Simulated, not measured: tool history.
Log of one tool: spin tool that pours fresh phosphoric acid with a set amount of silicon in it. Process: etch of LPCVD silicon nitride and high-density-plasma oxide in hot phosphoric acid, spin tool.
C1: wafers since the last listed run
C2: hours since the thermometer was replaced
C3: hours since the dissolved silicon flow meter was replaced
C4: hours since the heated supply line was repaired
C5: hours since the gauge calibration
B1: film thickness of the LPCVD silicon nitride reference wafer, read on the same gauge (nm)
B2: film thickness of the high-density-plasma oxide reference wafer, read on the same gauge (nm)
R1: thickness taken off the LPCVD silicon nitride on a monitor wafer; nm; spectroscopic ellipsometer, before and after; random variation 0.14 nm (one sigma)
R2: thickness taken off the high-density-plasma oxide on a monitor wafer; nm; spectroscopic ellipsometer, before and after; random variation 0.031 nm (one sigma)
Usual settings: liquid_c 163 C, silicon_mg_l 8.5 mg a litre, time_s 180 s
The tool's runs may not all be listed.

run 1 hour=0 | liquid_c=161 silicon_mg_l=8.5 time_s=180 | C1=0 C2=395.4 C3=66.5 C4=1546.6 C5=479.1 | B1=40.01 B2=140.012 | R1=13.08 R2=0.596
run 2 hour=104.2 | liquid_c=163 silicon_mg_l=8.5 time_s=180 | C1=950 C2=499.6 C3=170.7 C4=1650.8 C5=583.3 | B1=39.98 B2=140.009 | R1=13.92 R2=0.721
run 3 hour=162.1 | liquid_c=163 silicon_mg_l=8.5 time_s=180 | C1=528 C2=557.5 C3=228.6 C4=1708.7 C5=641.2 | B1=40.01 B2=140.001 | R1=13.87 R2=0.777
run 4 hour=190.5 | liquid_c=163 silicon_mg_l=8.5 time_s=180 | C1=259 C2=585.9 C3=257 C4=1737.1 C5=669.6 | B1=40.06 B2=140.032 | R1=14.23 R2=0.777
run 5 hour=225.2 | liquid_c=163 silicon_mg_l=6.5 time_s=180 | C1=316 C2=620.6 C3=291.7 C4=1771.8 C5=704.3 | B1=40.04 B2=140.002 | R1=14.11 R2=0.747
run 6 hour=292.2 | liquid_c=163 silicon_mg_l=6.5 time_s=180 | C1=611 C2=687.6 C3=358.7 C4=1838.8 C5=771.3 | B1=40 B2=140.005 | R1=14.03 R2=0.786
run 7 hour=362.1 | liquid_c=163 silicon_mg_l=6.5 time_s=180 | C1=637 C2=757.5 C3=428.6 C4=1908.7 C5=841.2 | B1=40 B2=139.963 | R1=14.26 R2=0.785
run 8 hour=389.5 | liquid_c=163 silicon_mg_l=8.5 time_s=180 | C1=250 C2=784.9 C3=456 C4=1936.1 C5=868.6 | B1=40 B2=139.987 | R1=14.05 R2=0.768
-- hour=455.4 gauge calibrated
run 9 hour=458 | liquid_c=163 silicon_mg_l=8.5 time_s=110 | C1=625 C2=853.4 C3=524.5 C4=2004.6 C5=2.6 | B1=39.98 B2=139.999 | R1=8.81 R2=0.457
run 10 hour=527.2 | liquid_c=163 silicon_mg_l=8.5 time_s=110 | C1=631 C2=922.6 C3=593.7 C4=2073.8 C5=71.8 | B1=40.01 B2=139.992 | R1=8.77 R2=0.467
run 11 hour=575.7 | liquid_c=163 silicon_mg_l=8.5 time_s=180 | C1=442 C2=971.1 C3=642.2 C4=2122.3 C5=120.3 | B1=40.01 B2=139.993 | R1=14.15 R2=0.739
run 12 hour=606.5 | liquid_c=160.5 silicon_mg_l=1.5 time_s=180 | C1=281 C2=1001.9 C3=673 C4=2153.1 C5=151.1 | B1=39.99 B2=140.015 | R1=13 R2=0.679
-- hour=622.2 thermometer replaced
run 13 hour=792.2 | liquid_c=163 silicon_mg_l=8.5 time_s=180 | C1=1685 C2=170 C3=858.7 C4=2338.8 C5=336.8 | B1=40.01 B2=140.016 | R1=13.25 R2=0.595
-- hour=796.6 heated supply line repaired
run 14 hour=856.4 | liquid_c=162 silicon_mg_l=8.5 time_s=180 | C1=576 C2=234.2 C3=922.9 C4=59.8 C5=401 | B1=40.02 B2=140.014 | R1=14.53 R2=0.773
run 15 hour=893.6 | liquid_c=165.5 silicon_mg_l=11.5 time_s=180 | C1=339 C2=271.4 C3=960.1 C4=97 C5=438.2 | B1=40.01 B2=140.003 | R1=16.18 R2=0.956
-- hour=930 dissolved silicon flow meter replaced
run 16 hour=955 | liquid_c=163 silicon_mg_l=8.5 time_s=245 | C1=551 C2=332.8 C3=25 C4=158.4 C5=499.6 | B1=40 B2=139.992 | R1=20.35 R2=1.041
run 17 hour=1002.7 | liquid_c=164.5 silicon_mg_l=8.5 time_s=255 | C1=435 C2=380.5 C3=72.7 C4=206.1 C5=547.3 | B1=40.02 B2=140.013 | R1=22.37 R2=1.328
run 18 hour=1047.2 | liquid_c=164 silicon_mg_l=5.5 time_s=265 | C1=406 C2=425 C3=117.2 C4=250.6 C5=591.8 | B1=39.96 B2=140.026 | R1=23.11 R2=1.417
run 19 hour=1096.5 | liquid_c=161.5 silicon_mg_l=5 time_s=270 | C1=449 C2=474.3 C3=166.5 C4=299.9 C5=641.1 | B1=40.04 B2=140.003 | R1=21.39 R2=1.228
run 20 hour=1162.5 | liquid_c=165.5 silicon_mg_l=5.5 time_s=250 | C1=602 C2=540.3 C3=232.5 C4=365.9 C5=707.1 | B1=40.01 B2=140.003 | R1=22.82 R2=1.515
run 21 hour=1225.8 | liquid_c=163 silicon_mg_l=12.5 time_s=255 | C1=577 C2=603.6 C3=295.8 C4=429.2 C5=770.4 | B1=40.02 B2=139.994 | R1=21.53 R2=1.127
run 22 hour=1278.2 | liquid_c=163 silicon_mg_l=8.5 time_s=215 | C1=478 C2=656 C3=348.2 C4=481.6 C5=822.8 | B1=39.97 B2=139.977 | R1=17.75 R2=1.054

Forecast each of these 3 alternatives for the next run:
run A hour=1278.7 | liquid_c=165 silicon_mg_l=8.5 time_s=180 | C1=4 C2=656.5 C3=348.7 C4=482.1 C5=823.3 | B1=? B2=? | R1=? R2=?
run B hour=1278.7 | liquid_c=160.5 silicon_mg_l=14 time_s=225 | C1=4 C2=656.5 C3=348.7 C4=482.1 C5=823.3 | B1=? B2=? | R1=? R2=?
run C hour=1278.7 | liquid_c=161.5 silicon_mg_l=8.5 time_s=180 | C1=4 C2=656.5 C3=348.7 C4=482.1 C5=823.3 | B1=? B2=? | R1=? R2=?

run=A B1=39.99 B2=139.987 R1=15.84 R2=0.976
run=B B1=39.99 B2=139.987 R1=17.06 R2=0.774
run=C B1=39.99 B2=139.987 R1=14.11 R2=0.756
Without the tool's hidden state the same runs would have given:
run=A R1=15.63 R2=0.947
run=B R1=16.82 R2=0.751
run=C R1=13.92 R2=0.734
